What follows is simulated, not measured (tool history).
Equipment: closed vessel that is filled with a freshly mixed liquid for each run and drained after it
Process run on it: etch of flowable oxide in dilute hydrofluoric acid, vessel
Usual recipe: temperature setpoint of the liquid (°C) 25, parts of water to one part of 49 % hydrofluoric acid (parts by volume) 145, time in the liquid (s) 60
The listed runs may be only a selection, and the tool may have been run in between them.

| run | hour | temperature setpoint of the liquid (°C) | parts of water to one part of 49 % hydrofluoric acid (parts by volume) | time in the liquid (s) | wafers since the last listed run | hours since the thermometer was replaced | hours since the hydrofluoric acid flow meter was replaced | hours since the gauge calibration | read-back film thickness of the flowable oxide reference wafer, read on the same gauge (nm) | thickness taken off the flowable oxide on a monitor wafer (nm) |
|---|---|---|---|---|---|---|---|---|---|---|
| 1 | 0 | 25 | 145 | 70 | 0 | 1686.8 | 816.6 | 524.4 | 151.11 | 16.14 |
| 2 | 107.1 | 25 | 145 | 60 | 11708 | 1793.9 | 923.7 | 631.5 | 151.64 | 13.85 |
| 3 | 204.6 | 25 | 145 | 60 | 10658 | 1891.4 | 1021.2 | 729 | 152.33 | 13.95 |
| 4 | 240.9 | 25 | 145 | 60 | 3968 | 1927.7 | 1057.5 | 765.3 | 152.57 | 14.02 |
| 5 | 290 | 25 | 145 | 60 | 5367 | 1976.8 | 1106.6 | 814.4 | 152.89 | 13.82 |
| 6 | 350.4 | 25 | 145 | 60 | 6602 | 2037.2 | 1167 | 874.8 | 153.37 | 13.88 |
| 7 | 438.4 | 25 | 145 | 60 | 9620 | 2125.2 | 1255 | 962.8 | 154.12 | 14.2 |
| 8 | 537.8 | 25 | 145 | 60 | 10866 | 2224.6 | 1354.4 | 1062.2 | 155.07 | 14.31 |
| 9 | 637.8 | 22 | 145 | 60 | 10931 | 2324.6 | 1454.4 | 1162.2 | 156.11 | 12.73 |
| 10 | 735.6 | 22 | 145 | 60 | 10691 | 2422.4 | 1552.2 | 1260 | 157.18 | 12.77 |
|  | 772.1 | thermometer replaced |
| 11 | 836.1 | 25 | 145 | 60 | 10877 | 64 | 1652.7 | 1360.5 | 158.43 | 14.48 |
| 12 | 881.8 | 25 | 145 | 60 | 4995 | 109.7 | 1698.4 | 1406.2 | 159 | 14.52 |
|  | 917.3 | gauge calibrated |
| 13 | 933.8 | 25 | 145 | 60 | 5684 | 161.7 | 1750.4 | 16.5 | 149.09 | 13.55 |
| 14 | 1019.4 | 25 | 105 | 60 | 9357 | 247.3 | 1836 | 102.1 | 149.1 | 19.49 |
| 15 | 1083.6 | 25 | 105 | 60 | 7018 | 311.5 | 1900.2 | 166.3 | 149.23 | 19.8 |
| 16 | 1125.4 | 25 | 90 | 90 | 4569 | 353.3 | 1942 | 208.1 | 149.28 | 35.12 |
| 17 | 1175.3 | 25 | 105 | 60 | 5455 | 403.2 | 1991.9 | 258 | 149.38 | 19.8 |
| 18 | 1280.3 | 25 | 145 | 70 | 11478 | 508.2 | 2096.9 | 363 | 149.65 | 15.94 |
| 19 | 1319.7 | 25 | 145 | 80 | 4307 | 547.6 | 2136.3 | 402.4 | 149.83 | 18.23 |
|  | 1333.1 | hydrofluoric acid flow meter replaced |
| 20 | 1388.4 | 20.5 | 145 | 30 | 7400 | 616.3 | 55.3 | 471.1 | 150.13 | 5.77 |
| 21 | 1436.9 | 25 | 145 | 60 | 5302 | 664.8 | 103.8 | 519.6 | 150.33 | 13.75 |
| 22 | 1479.1 | 21.5 | 195 | 80 | 4613 | 707 | 146 | 561.8 | 150.55 | 11.24 |
| 23 | 1519 | 25 | 145 | 60 | 4361 | 746.9 | 185.9 | 601.7 | 150.75 | 13.74 |
| 24 | 1591.8 | 25 | 145 | 60 | 7958 | 819.7 | 258.7 | 674.5 | 151.19 | 13.65 |
| 25 | 1642.3 | 22 | 215 | 60 | 5520 | 870.2 | 309.2 | 725 | 151.52 | 7.74 |
| 26 | 1699.7 | 22.5 | 165 | 35 | 6274 | 927.6 | 366.6 | 782.4 | 151.94 | 6.31 |
| 27 | 1752.5 | 20.5 | 85 | 90 | 5772 | 980.4 | 419.4 | 835.2 | 152.33 | 31.9 |
| 28 | 1809.7 | 21.5 | 125 | 60 | 6253 | 1037.6 | 476.6 | 892.4 | 152.74 | 14.38 |
| 29 | 1883.8 | 28.5 | 125 | 40 | 8100 | 1111.7 | 550.7 | 966.5 | 153.42 | 12.64 |
| 30 | 1952.7 | 25 | 145 | 60 | 7532 | 1180.6 | 619.6 | 1035.4 | 154.06 | 14 |

Pick out some run-to-run changes in thickness taken off the flowable oxide on a monitor wafer (nm). Of each, how much would a tool without hidden state show as well, from the settings, what came in and chance, and how much is left for the hidden state and any gauge scatter not in both results compared?
Hidden state present: liquid colder than its thermometer reads (K); hydrofluoric acid flow below the setpoint (%); gauge reads high (%).
Run 12 -> 13: gauge calibrated. thickness taken off the flowable oxide on a monitor wafer (nm) -0.97: hidden state -0.9, all else -0.07.
Run 15 -> 16: parts of water to one part of 49 % hydrofluoric acid (parts by volume) 105 -> 90, time in the liquid (s) 60 -> 90. thickness taken off the flowable oxide on a monitor wafer (nm) +15.32: hidden state -0.07, all else +15.39.
Run 26 -> 27: temperature setpoint of the liquid (°C) 22.5 -> 20.5, parts of water to one part of 49 % hydrofluoric acid (parts by volume) 165 -> 85, time in the liquid (s) 35 -> 90. thickness taken off the flowable oxide on a monitor wafer (nm) +25.59: hidden state +0.41, all else +25.18.
Run 27 -> 28: temperature setpoint of the liquid (°C) 20.5 -> 21.5, parts of water to one part of 49 % hydrofluoric acid (parts by volume) 85 -> 125, time in the liquid (s) 90 -> 60. thickness taken off the flowable oxide on a monitor wafer (nm) -17.52: hidden state -0.22, all else -17.3.
